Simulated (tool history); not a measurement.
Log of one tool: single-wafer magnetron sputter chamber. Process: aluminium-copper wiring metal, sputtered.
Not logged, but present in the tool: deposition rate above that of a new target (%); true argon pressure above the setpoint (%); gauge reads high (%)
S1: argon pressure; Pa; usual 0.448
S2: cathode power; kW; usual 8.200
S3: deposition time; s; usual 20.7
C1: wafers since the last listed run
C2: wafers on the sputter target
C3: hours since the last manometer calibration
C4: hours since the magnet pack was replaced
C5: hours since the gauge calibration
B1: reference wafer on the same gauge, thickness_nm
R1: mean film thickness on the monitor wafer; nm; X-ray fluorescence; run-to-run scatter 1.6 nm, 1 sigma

run     day     S1     S2    S3   C1    C2      C3      C4     C5       B1       R1
  1   0.000  0.448  8.200  20.7    0  1770  1681.3  4981.6    6.9  301.111  308.662
  2   1.417  0.448  8.200  20.7  840  2611  1715.3  5015.6   40.9  301.357  310.518
  3   1.817  0.448  8.200  20.7  237  2848  1724.9  5025.2   50.5  300.858  311.831
  4   2.100  0.448  8.200  20.7  168  3016  1731.7  5032.0   57.3  301.213  311.868
      4.071  -- magnet pack replaced
  5   4.092  0.448  8.200  20.7  984  4001  1779.5     0.5  105.1  300.801  310.635
      5.017  -- capacitance manometer re-zeroed and calibrated
  6   5.038  0.448  8.200  20.7  363  4364     0.5    23.2  127.8  300.823  310.729
  7   5.217  0.448  8.200  20.7  106  4471     4.8    27.5  132.1  301.047  311.058
  8   5.625  0.448  7.700  19.2  242  4713    14.6    37.3  141.9  301.375  266.974
  9   6.029  0.448  8.200  20.7  239  4953    24.3    47.0  151.6  300.808  307.180
 10   6.504  0.448  8.200  20.7  281  5235    35.7    58.4  163.0  300.671  304.621
 11   7.029  0.448  8.200  19.6  311  5547    48.3    71.0  175.6  301.599  288.548
      7.112  -- gauge calibrated
 12   7.329  0.521  9.450  20.7  178  5725    55.5    78.2    5.2  300.892  339.420
 13   8.033  0.448  8.200  20.7  417  6143    72.4    95.1   22.1  301.433  303.026
 14   8.571  0.534  7.100  19.4  319  6462    85.3   108.0   35.0  300.805  237.328
 15   8.833  0.558  9.700  20.7  155  6617    91.6   114.3   41.3  301.046  343.125
 16   9.383  0.448  8.200  20.7  326  6944   104.8   127.5   54.5  301.096  303.510
      9.846  -- sputter target and shields replaced
 17   9.983  0.448  8.200  23.1  158    80   119.2   141.9   68.9  301.165  351.704
 18  10.250  0.544  8.200  22.3  158   238   125.6   148.3   75.3  301.182  325.167
 19  11.742  0.497  8.750  22.1  885  1124   161.4   184.1  111.1  300.864  350.869
 20  12.175  0.393  7.350  22.4  257  1381   171.8   194.5  121.5  301.211  309.225
 21  12.425  0.448  8.200  20.7  148  1530   177.8   200.5  127.5  301.225  311.318
 22  12.862  0.448  8.200  20.7  259  1789   188.3   211.0  138.0  300.904  310.179
 23  13.308  0.527  7.450  23.3  264  2054   199.0   221.7  148.7  300.645  305.882

Consider 4 possible next runs. They are alternatives, not a sequence: every one starts from the tool as it was left by run 23. What does each give?
  A  13.325  0.270  8.200  20.7   9  2064  199.4  222.1  149.1   ?   ?
  B  13.325  0.289  8.200  18.3   9  2064  199.4  222.1  149.1   ?   ?
  C  13.325  0.448  8.200  22.3   9  2064  199.4  222.1  149.1   ?   ?
  D  13.325  0.448  7.250  24.6   9  2064  199.4  222.1  149.1   ?   ?

run       B1       R1
  A  300.569  336.335
  B  300.569  294.991
  C  300.569  336.698
  D  300.569  328.394
What these runs would have given with no unlogged condition in the tool:
run       R1
  A  337.719
  B  296.204
  C  338.083
  D  329.745
